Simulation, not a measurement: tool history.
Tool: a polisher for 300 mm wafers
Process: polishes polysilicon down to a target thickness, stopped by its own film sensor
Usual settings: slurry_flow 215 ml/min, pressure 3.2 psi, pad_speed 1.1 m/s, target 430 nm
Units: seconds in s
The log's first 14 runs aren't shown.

run,hour,slurry_flow,pressure,pad_speed,target,"incoming thickness of the incoming film, nm",seconds
15,910.2,215,3.2,1.42,489,986.1,45.3
16,1000.9,215,3.2,1.1,430,1005.2,69.1
17,1050.9,145,3.2,1.1,282,1006.7,92.6
18,1119.6,215,3.2,1.1,430,990.6,71
19,1174,155,3.2,1.1,430,993.8,72.5
20,1257.6,170,3.2,0.78,602,999.6,68.2
# hour 1323.3: head pressure recalibrated
21,1357.3,215,2.8,1.1,331,1003.6,94.1
# hour 1389.6: worn pad replaced by a new one
22,1450.2,215,2.6,1.34,430,1000.5,66
23,1525.1,215,2.8,1.48,430,1011.5,59.2
# hour 1586.4: slurry nozzle cleaned
24,1589.8,175,3.2,1.1,430,997.3,68.4
25,1697.3,165,2.2,0.94,430,1005.8,123.4
26,1805,215,2.1,0.88,613,986.3,83.2
27,1900.4,245,2.2,1.36,430,1007.5,82.4
28,1937.3,195,4.2,0.8,430,1006.2,72.6

Forecast run 29:
# hour 1978: head pressure recalibrated
29,2031.1,215,3.2,1.1,430,996.8,?

{"run 29": {"seconds": 68.6}}
Without the tool's hidden state the same run would have given seconds 60.5 s.

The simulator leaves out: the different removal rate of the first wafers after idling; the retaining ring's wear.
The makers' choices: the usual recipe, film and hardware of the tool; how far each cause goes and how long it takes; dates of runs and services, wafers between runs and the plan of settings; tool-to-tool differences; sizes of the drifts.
